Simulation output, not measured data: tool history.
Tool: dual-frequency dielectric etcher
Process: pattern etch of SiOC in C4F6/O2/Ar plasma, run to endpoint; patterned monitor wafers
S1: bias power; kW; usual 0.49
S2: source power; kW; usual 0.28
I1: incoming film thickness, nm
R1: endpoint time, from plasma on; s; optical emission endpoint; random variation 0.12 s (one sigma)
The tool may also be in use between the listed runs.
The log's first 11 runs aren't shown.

{"run": 12, "hour": 120.2, "S1": 0.49, "S2": 0.28, "I1": 48.09, "R1": 19.1}
{"run": 13, "hour": 132.6, "S1": 0.49, "S2": 0.28, "I1": 47.96, "R1": 19.1}
{"run": 14, "hour": 143.2, "S1": 0.49, "S2": 0.24, "I1": 48.45, "R1": 21.3}
{"hour": 179.8, "done": "wet clean of the chamber"}
{"run": 15, "hour": 180.3, "S1": 0.521, "S2": 0.28, "I1": 48.26, "R1": 19.2}
{"run": 16, "hour": 180.6, "S1": 0.521, "S2": 0.28, "I1": 48.08, "R1": 18.8}
{"run": 17, "hour": 180.9, "S1": 0.521, "S2": 0.28, "I1": 48.36, "R1": 18.9}
{"run": 18, "hour": 186.2, "S1": 0.49, "S2": 0.32, "I1": 48.34, "R1": 18}
{"hour": 190.9, "done": "source power generator calibrated"}
{"run": 19, "hour": 192.7, "S1": 0.521, "S2": 0.28, "I1": 48.48, "R1": 19.3}
{"run": 20, "hour": 217.0, "S1": 0.436, "S2": 0.23, "I1": 47.9, "R1": 21.7}
{"run": 21, "hour": 229.3, "S1": 0.49, "S2": 0.28, "I1": 48.29, "R1": 19.2}
{"run": 22, "hour": 238.2, "S1": 0.399, "S2": 0.32, "I1": 48.66, "R1": 19}
{"run": 23, "hour": 256.0, "S1": 0.49, "S2": 0.21, "I1": 48.39, "R1": 22.5}
{"run": 24, "hour": 264.0, "S1": 0.596, "S2": 0.22, "I1": 48.54, "R1": 21.2}
{"hour": 289.2, "done": "upper electrode replaced"}
{"run": 25, "hour": 289.7, "S1": 0.442, "S2": 0.32, "I1": 48.25, "R1": 18.3}
{"run": 26, "hour": 295.9, "S1": 0.401, "S2": 0.31, "I1": 48.6, "R1": 19.1}
{"run": 27, "hour": 310.7, "S1": 0.453, "S2": 0.26, "I1": 48.18, "R1": 20.4}
{"run": 28, "hour": 322.0, "S1": 0.49, "S2": 0.28, "I1": 47.85, "R1": 19}
{"hour": 326.8, "done": "bias power generator calibrated"}
{"run": 29, "hour": 340.0, "S1": 0.428, "S2": 0.34, "I1": 47.84, "R1": 18}
{"run": 30, "hour": 387.6, "S1": 0.49, "S2": 0.28, "I1": 48.09, "R1": 19}
{"run": 31, "hour": 395.5, "S1": 0.49, "S2": 0.26, "I1": 48.61, "R1": 20.2}
{"run": 32, "hour": 406.6, "S1": 0.576, "S2": 0.28, "I1": 48.55, "R1": 18.7}
{"run": 33, "hour": 415.7, "S1": 0.558, "S2": 0.23, "I1": 48.63, "R1": 20.9}
{"run": 34, "hour": 428.5, "S1": 0.611, "S2": 0.25, "I1": 48.74, "R1": 19.7}
{"run": 35, "hour": 445.6, "S1": 0.406, "S2": 0.33, "I1": 48.68, "R1": 18.6}
{"run": 36, "hour": 452.5, "S1": 0.49, "S2": 0.28, "I1": 48.3, "R1": 19.3}

3 ways to go on from here, each from the tool as it stands after run 36. What would each give?
{"run": "A", "hour": 452.9, "S1": 0.404, "S2": 0.28, "I1": 48.42, "R1": "?"}
{"run": "B", "hour": 452.9, "S1": 0.447, "S2": 0.31, "I1": 48.42, "R1": "?"}
{"run": "C", "hour": 452.9, "S1": 0.567, "S2": 0.24, "I1": 48.42, "R1": "?"}

run=A R1=20.1
run=B R1=18.7
run=C R1=20.3
Without the tool's hidden state the same runs would have given:
run=A R1=20.1
run=B R1=18.7
run=C R1=20.3
